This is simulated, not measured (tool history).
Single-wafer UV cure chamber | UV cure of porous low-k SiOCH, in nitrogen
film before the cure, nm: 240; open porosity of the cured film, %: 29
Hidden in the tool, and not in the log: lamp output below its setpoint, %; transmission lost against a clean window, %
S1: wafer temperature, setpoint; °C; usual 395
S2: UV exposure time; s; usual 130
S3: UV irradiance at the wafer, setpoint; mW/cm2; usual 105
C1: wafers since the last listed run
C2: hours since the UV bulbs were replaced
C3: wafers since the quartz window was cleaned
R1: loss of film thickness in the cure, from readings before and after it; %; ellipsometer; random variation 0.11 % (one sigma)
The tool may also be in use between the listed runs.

run,hour,S1,S2,S3,C1,C2,C3,R1
1,0,395,130,87,0,593,2917,9.146
# hour 31.9: quartz window cleaned
2,39.9,395,130,87,201,632.9,50,9.749
3,120.9,395,130,87,511,713.9,561,9.363
4,213.1,395,130,105,581,806.1,1143,10.023
5,329.9,395,130,105,737,922.9,1880,9.792
6,374.5,395,130,105,281,967.5,2162,9.809
7,438.1,395,130,105,401,1031.1,2563,9.596
8,475.5,395,130,105,236,1068.5,2799,9.754
# hour 519.4: quartz window cleaned
9,557.4,411,130,105,466,1150.4,239,10.448
10,647,395,130,105,565,1240,805,10.103
11,714.2,395,130,105,424,1307.2,1229,9.937
# hour 747.5: UV bulbs replaced
12,816.9,395,130,105,597,69.4,1827,10.666
13,859.7,377,130,105,270,112.2,2097,10.409
14,967.6,407,130,137,681,220.1,2778,12.149
# hour 984.7: quartz window cleaned
15,1008.7,411,130,105,208,261.2,151,11.204
16,1054.4,395,130,105,288,306.9,440,10.766
17,1110.4,395,190,105,353,362.9,793,12.547
18,1168,404,130,94,363,420.5,1157,10.061
19,1274.8,395,130,105,674,527.3,1831,10.054
20,1317.5,404,110,125,269,570,2100,10.267
21,1369.2,395,130,82,326,621.7,2426,8.7
22,1419.8,395,130,105,319,672.3,2746,9.74
# hour 1482.3: quartz window cleaned
23,1498.7,413,150,68,447,751.2,103,9.275
24,1538.6,395,60,105,251,791.1,355,6.545

The same runs without the tool's hidden state, with the same run-to-run variation:
run,R1
1,10.872
2,10.855
3,10.814
4,11.759
5,11.729
6,11.814
7,11.63
8,11.858
9,11.893
10,11.865
11,11.837
12,11.522
13,11.402
14,13.445
15,11.949
16,11.751
17,13.816
18,11.473
19,11.706
20,12.013
21,10.469
22,11.589
23,10.587
24,7.922
